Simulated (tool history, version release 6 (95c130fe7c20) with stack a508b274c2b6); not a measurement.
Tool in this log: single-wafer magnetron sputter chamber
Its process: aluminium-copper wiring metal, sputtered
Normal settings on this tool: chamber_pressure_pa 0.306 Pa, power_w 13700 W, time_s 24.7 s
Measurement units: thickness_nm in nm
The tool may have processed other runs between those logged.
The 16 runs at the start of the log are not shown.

run,hour,chamber_pressure_pa,power_w,time_s,wafers since the last listed run,wafers on the sputter target,hours since the last manometer calibration,hours since the magnet pack was replaced,hours since the gauge calibration,"read-back reference wafer on the same gauge, thickness_nm",thickness_nm
17,911.4,0.306,11700,27.1,1138,6074,432.0,4278.1,224.9,633.924,593.802
18,972.8,0.306,13700,27.2,1756,7831,493.4,4339.5,286.3,633.320,703.243
# hour 1009.0: magnet pack replaced
19,1026.0,0.306,13700,24.7,1293,9125,546.6,17.0,339.5,634.380,635.780
# hour 1058.9: sputter target and shields replaced
20,1068.4,0.206,12450,19.9,984,270,589.0,59.4,381.9,635.176,500.168
21,1128.1,0.306,16300,24.7,1708,1978,648.7,119.1,441.6,634.023,764.498
22,1153.4,0.306,14900,24.7,723,2702,674.0,144.4,466.9,633.843,698.661
23,1259.0,0.306,10800,26.9,3021,5724,779.6,250.0,572.5,633.838,552.968
24,1323.6,0.306,13700,24.7,1848,7573,844.2,314.6,637.1,631.857,635.064
25,1368.1,0.384,12250,20.1,1273,8846,888.7,359.1,681.6,634.336,442.418
26,1425.1,0.306,13700,24.7,1631,10477,945.7,416.1,738.6,635.157,625.595
# hour 1466.2: sputter target and shields replaced
27,1471.4,0.306,13700,20.7,1095,150,992.0,462.4,784.9,633.540,555.056
28,1536.1,0.306,13700,24.7,1851,2001,1056.7,527.1,849.6,633.489,651.986
29,1594.3,0.184,11800,22.8,1665,3666,1114.9,585.3,907.8,633.392,549.627
30,1622.5,0.351,11350,22.4,806,4473,1143.1,613.5,936.0,635.198,479.921
31,1677.5,0.306,13700,28.4,1573,6047,1198.1,668.5,991.0,633.518,741.804
32,1735.4,0.306,13700,24.7,1656,7704,1256.0,726.4,1048.9,633.727,641.337
33,1781.9,0.306,13700,26.5,1330,9034,1302.5,772.9,1095.4,633.928,685.209

Alternative continuations, all from the tool just after run 33; predict every row:
A,1782.3,0.306,13700,24.7,11,9046,1302.9,773.3,1095.8,?,?
B,1782.3,0.214,11350,21.6,11,9046,1302.9,773.3,1095.8,?,?
C,1782.3,0.403,13700,22.6,11,9046,1302.9,773.3,1095.8,?,?
D,1782.3,0.306,13700,28.1,11,9046,1302.9,773.3,1095.8,?,?
E,1782.3,0.306,11150,20.0,11,9046,1302.9,773.3,1095.8,?,?

run,"read-back reference wafer on the same gauge, thickness_nm",thickness_nm
A,633.263,642.769
B,633.263,488.217
C,633.263,560.021
D,633.263,731.247
E,633.263,423.587
Stripped of hidden state, with their random variation kept, the same runs would have yielded:
run,thickness_nm
A,645.271
B,493.854
C,557.894
D,734.094
E,425.235
